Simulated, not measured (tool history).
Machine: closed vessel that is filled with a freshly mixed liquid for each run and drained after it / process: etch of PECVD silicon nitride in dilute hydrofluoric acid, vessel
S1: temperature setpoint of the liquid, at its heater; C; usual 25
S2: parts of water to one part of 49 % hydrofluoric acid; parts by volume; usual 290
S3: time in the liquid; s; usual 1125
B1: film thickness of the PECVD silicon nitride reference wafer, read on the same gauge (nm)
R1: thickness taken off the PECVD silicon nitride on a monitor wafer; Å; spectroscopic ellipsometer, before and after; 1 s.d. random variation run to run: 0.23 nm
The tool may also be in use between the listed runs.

| run | day | S1 | S2 | S3 | B1 | R1 |
|---|---|---|---|---|---|---|
| 1 | 0 | 25 | 290 | 1125 | 39.99 | 247.2 |
| 2 | 3.883 | 27.5 | 200 | 1125 | 40 | 423.5 |
| 3 | 6.175 | 27.5 | 200 | 1125 | 40 | 415.5 |
| 4 | 9.462 | 25 | 290 | 1125 | 39.98 | 255.9 |
| 5 | 12.567 | 25 | 290 | 1125 | 39.98 | 252.4 |
| 6 | 16.458 | 25 | 290 | 1125 | 40.02 | 250.1 |
|  | 18.788 | thermometer replaced |
| 7 | 20.283 | 28 | 290 | 1125 | 40.01 | 284.6 |
| 8 | 22.679 | 25 | 290 | 1125 | 39.98 | 241.3 |
|  | 24.204 | hydrofluoric acid flow meter replaced |
| 9 | 25.583 | 25 | 290 | 1125 | 39.96 | 239.3 |
| 10 | 29.308 | 25 | 290 | 1125 | 40.03 | 241 |
| 11 | 40.458 | 29.5 | 290 | 1125 | 40.01 | 316.1 |
| 12 | 42.238 | 25 | 290 | 1420 | 40.02 | 313.4 |
| 13 | 46.046 | 25 | 370 | 510 | 40.01 | 86.4 |
| 14 | 50.133 | 25 | 290 | 1125 | 40.01 | 243.6 |
| 15 | 55.296 | 25 | 290 | 1125 | 40.01 | 246.6 |
| 16 | 58.767 | 23 | 350 | 1650 | 40.05 | 268.9 |
|  | 60.592 | gauge calibrated |
| 17 | 63.046 | 22 | 405 | 1125 | 40 | 149.9 |
| 18 | 66.112 | 25 | 340 | 1790 | 39.99 | 333.5 |
| 19 | 69.475 | 25 | 290 | 1125 | 39.96 | 249.1 |
| 20 | 71.775 | 25 | 390 | 1125 | 40.02 | 186.5 |
| 21 | 74.854 | 25 | 380 | 465 | 39.97 | 78.9 |
|  | 75.438 | thermometer replaced |
| 22 | 79.138 | 25 | 290 | 1125 | 40.03 | 236.5 |
| 23 | 81.75 | 21.5 | 155 | 875 | 40.02 | 276.4 |
| 24 | 84.492 | 25 | 290 | 1610 | 39.96 | 338.9 |
|  | 88.633 | hydrofluoric acid flow meter replaced |
| 25 | 88.838 | 25 | 225 | 1675 | 39.97 | 453.5 |
| 26 | 91.188 | 25 | 290 | 1125 | 40 | 241.3 |
| 27 | 94.525 | 25 | 170 | 1415 | 39.98 | 504.2 |
| 28 | 96.2 | 21.5 | 190 | 865 | 39.99 | 228 |
| 29 | 100.133 | 25 | 325 | 1795 | 39.99 | 342.9 |
| 30 | 101.858 | 25 | 290 | 1125 | 39.96 | 243.3 |
| 31 | 105.842 | 25 | 290 | 1565 | 39.99 | 337.3 |

What if the next run were any one of these 5? Each begins from the tool's condition after run 31:
| A | 105.883 | 25 | 290 | 490 | ? | ? |
| B | 105.883 | 22 | 215 | 1325 | ? | ? |
| C | 105.883 | 26.5 | 290 | 1125 | ? | ? |
| D | 105.883 | 22 | 290 | 775 | ? | ? |
| E | 105.883 | 23 | 290 | 1125 | ? | ? |

| run | B1 | R1 |
|---|---|---|
| A | 40.02 | 104.6 |
| B | 40.02 | 316.1 |
| C | 40.02 | 262.8 |
| D | 40.02 | 137.8 |
| E | 40.02 | 212.7 |
With the hidden condition removed and each run's random variation left untouched, the same runs would have given:
| run | R1 |
|---|---|
| A | 100.6 |
| B | 303.1 |
| C | 252.7 |
| D | 132.2 |
| E | 204.3 |
